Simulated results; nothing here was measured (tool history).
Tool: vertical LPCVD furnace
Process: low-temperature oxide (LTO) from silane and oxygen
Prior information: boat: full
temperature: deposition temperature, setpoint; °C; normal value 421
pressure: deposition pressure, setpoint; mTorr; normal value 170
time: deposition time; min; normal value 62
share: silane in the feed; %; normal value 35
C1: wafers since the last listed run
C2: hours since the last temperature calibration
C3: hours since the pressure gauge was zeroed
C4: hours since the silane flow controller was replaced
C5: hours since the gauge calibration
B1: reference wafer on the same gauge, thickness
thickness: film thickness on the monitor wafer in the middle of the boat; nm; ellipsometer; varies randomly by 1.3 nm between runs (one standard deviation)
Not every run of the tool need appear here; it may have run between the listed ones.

{"run": 1, "hour": 0.0, "temperature": 421, "pressure": 170, "time": 48, "share": 32, "C1": 0, "C2": 2423.3, "C3": 2771, "C4": 3336.6, "C5": 33.6, "B1": 393.03, "thickness": 316.22}
{"run": 2, "hour": 38.0, "temperature": 421, "pressure": 170, "time": 48, "share": 32, "C1": 759, "C2": 2461.3, "C3": 2809, "C4": 3374.6, "C5": 71.6, "B1": 393.17, "thickness": 315.29}
{"run": 3, "hour": 72.8, "temperature": 421, "pressure": 170, "time": 48, "share": 32, "C1": 695, "C2": 2496.1, "C3": 2843.8, "C4": 3409.4, "C5": 106.4, "B1": 392.96, "thickness": 315.59}
{"run": 4, "hour": 143.3, "temperature": 421, "pressure": 170, "time": 52.5, "share": 35, "C1": 1408, "C2": 2566.6, "C3": 2914.3, "C4": 3479.9, "C5": 176.9, "B1": 392.78, "thickness": 389.66}
{"run": 5, "hour": 189.7, "temperature": 421, "pressure": 170, "time": 52.5, "share": 35, "C1": 926, "C2": 2613, "C3": 2960.7, "C4": 3526.3, "C5": 223.3, "B1": 392.68, "thickness": 391.61}
{"run": 6, "hour": 249.5, "temperature": 421, "pressure": 170, "time": 62, "share": 35, "C1": 1194, "C2": 2672.8, "C3": 3020.5, "C4": 3586.1, "C5": 283.1, "B1": 393.15, "thickness": 459.23}
{"run": 7, "hour": 281.1, "temperature": 421, "pressure": 170, "time": 74, "share": 35, "C1": 631, "C2": 2704.4, "C3": 3052.1, "C4": 3617.7, "C5": 314.7, "B1": 393.35, "thickness": 548.14}
{"run": 8, "hour": 351.7, "temperature": 421, "pressure": 170, "time": 62, "share": 35, "C1": 1410, "C2": 2775, "C3": 3122.7, "C4": 3688.3, "C5": 385.3, "B1": 392.42, "thickness": 461.36}
{"run": 9, "hour": 418.1, "temperature": 421, "pressure": 170, "time": 62, "share": 41, "C1": 1326, "C2": 2841.4, "C3": 3189.1, "C4": 3754.7, "C5": 451.7, "B1": 392.87, "thickness": 555.48}
{"hour": 471.7, "done": "gauge calibrated"}
{"hour": 496.6, "done": "silane flow controller replaced"}
{"run": 10, "hour": 497.1, "temperature": 421, "pressure": 170, "time": 81, "share": 35, "C1": 1098, "C2": 2920.4, "C3": 3268.1, "C4": 0.5, "C5": 25.4, "B1": 393.23, "thickness": 603.33}
{"hour": 539.9, "done": "thermocouples replaced and temperature profile calibrated"}
{"run": 11, "hour": 686.6, "temperature": 421, "pressure": 170, "time": 82.5, "share": 35, "C1": 3306, "C2": 146.7, "C3": 3457.6, "C4": 190, "C5": 214.9, "B1": 393.06, "thickness": 613.84}
{"hour": 725.8, "done": "pressure gauge zeroed"}
{"run": 12, "hour": 742.7, "temperature": 421, "pressure": 170, "time": 62, "share": 35, "C1": 641, "C2": 202.8, "C3": 16.9, "C4": 246.1, "C5": 271, "B1": 393.1, "thickness": 438.8}
{"run": 13, "hour": 803.0, "temperature": 421, "pressure": 210, "time": 62, "share": 30, "C1": 1204, "C2": 263.1, "C3": 77.2, "C4": 306.4, "C5": 331.3, "B1": 392.61, "thickness": 443.12}
{"hour": 996.2, "done": "gauge calibrated"}
{"run": 14, "hour": 1012.4, "temperature": 421, "pressure": 170, "time": 62, "share": 35, "C1": 4183, "C2": 472.5, "C3": 286.6, "C4": 515.8, "C5": 16.2, "B1": 392.86, "thickness": 442.98}

4 options for the next run, each taken on its own from the tool as it stands now. Forecast them:
{"run": "A", "hour": 1017.0, "temperature": 421, "pressure": 170, "time": 62, "share": 35, "C1": 91, "C2": 477.1, "C3": 291.2, "C4": 520.4, "C5": 20.8, "B1": "?", "thickness": "?"}
{"run": "B", "hour": 1017.0, "temperature": 411, "pressure": 170, "time": 50.5, "share": 35, "C1": 91, "C2": 477.1, "C3": 291.2, "C4": 520.4, "C5": 20.8, "B1": "?", "thickness": "?"}
{"run": "C", "hour": 1017.0, "temperature": 430, "pressure": 170, "time": 62, "share": 35, "C1": 91, "C2": 477.1, "C3": 291.2, "C4": 520.4, "C5": 20.8, "B1": "?", "thickness": "?"}
{"run": "D", "hour": 1017.0, "temperature": 421, "pressure": 170, "time": 80.5, "share": 41, "C1": 91, "C2": 477.1, "C3": 291.2, "C4": 520.4, "C5": 20.8, "B1": "?", "thickness": "?"}

run=A B1=393.19 thickness=446.1
run=B B1=393.19 thickness=326.23
run=C B1=393.19 thickness=489.86
run=D B1=393.19 thickness=698.64
Without the tool's unlogged condition, the same runs would have read:
run=A thickness=440.72
run=B thickness=322.29
run=C thickness=483.95
run=D thickness=690.21
